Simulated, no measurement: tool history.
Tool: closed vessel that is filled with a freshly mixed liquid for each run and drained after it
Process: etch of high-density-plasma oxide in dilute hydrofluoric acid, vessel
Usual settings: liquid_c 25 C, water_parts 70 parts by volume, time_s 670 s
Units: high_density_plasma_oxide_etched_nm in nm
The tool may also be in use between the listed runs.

run	hour	liquid_c	water_parts	time_s	read-back film thickness of the high-density-plasma oxide reference wafer, read on the same gauge (nm)	high_density_plasma_oxide_etched_nm
1	0	25	70	670	59.98	60.28
2	12.5	25	70	670	60.03	59.77
3	32.7	25	70	570	60.02	51.34
4	46.3	25	70	570	60.01	51.32
5	66.1	25	70	570	59.99	51.47
6	87.4	25	70	855	59.99	76.75
7	116.4	25	70	855	60.02	76.85
8	142.5	25	70	855	60.02	76.69
9	176.4	25	70	670	59.99	61.16
10	210.2	25	70	670	59.98	60.56
11	241.1	25	70	670	60.01	60.64
12	274.2	25	70	670	60.03	61.5
13	293.5	25	70	580	60.02	52.88
# hour 315.6: hydrofluoric acid flow meter replaced
14	321.5	22.5	45	435	59.98	50.78
15	356.7	29	85	960	60.01	72.4
# hour 368.6: thermometer replaced
16	379.2	25	70	670	60	53.87
17	412	25	70	670	59.99	53.86
# hour 439.4: gauge calibrated
18	445.2	21	70	670	60	45.86
19	476	25	40	1065	60.01	157.1
20	492.8	25	70	670	60.04	54.01
21	510.2	25	85	475	60.01	31.14
22	544.8	21.5	80	1065	59.99	64.78
23	573.5	23	60	420	59.99	37.37
24	604.1	25	70	670	60.01	54.96
25	630.8	23	45	800	60.02	96.85
26	647.7	21	40	890	60.01	113.01

Hidden state or all else? Some run-to-run changes of high_density_plasma_oxide_etched_nm, split into what the settings, what came in and random variation would give without the hidden state, and what is left for the hidden state (with any gauge scatter that isn't in both results):
The hidden state here: liquid colder than its thermometer reads (K); hydrofluoric acid flow above the setpoint (%); gauge reads high (%).
Run 5 -> 6: time_s 570 -> 855. high_density_plasma_oxide_etched_nm +25.28 nm: hidden state +3.03, all else +22.25.
Run 13 -> 14: liquid_c 25 -> 22.5, water_parts 70 -> 45, time_s 580 -> 435, hydrofluoric acid flow meter replaced. high_density_plasma_oxide_etched_nm -2.1 nm: hidden state -6.5, all else +4.4.
Run 18 -> 19: liquid_c 21 -> 25, water_parts 70 -> 40, time_s 670 -> 1065. high_density_plasma_oxide_etched_nm +111.24 nm: hidden state +1.96, all else +109.28.
Run 19 -> 20: water_parts 40 -> 70, time_s 1065 -> 670. high_density_plasma_oxide_etched_nm -103.09 nm: hidden state -1.63, all else -101.46.

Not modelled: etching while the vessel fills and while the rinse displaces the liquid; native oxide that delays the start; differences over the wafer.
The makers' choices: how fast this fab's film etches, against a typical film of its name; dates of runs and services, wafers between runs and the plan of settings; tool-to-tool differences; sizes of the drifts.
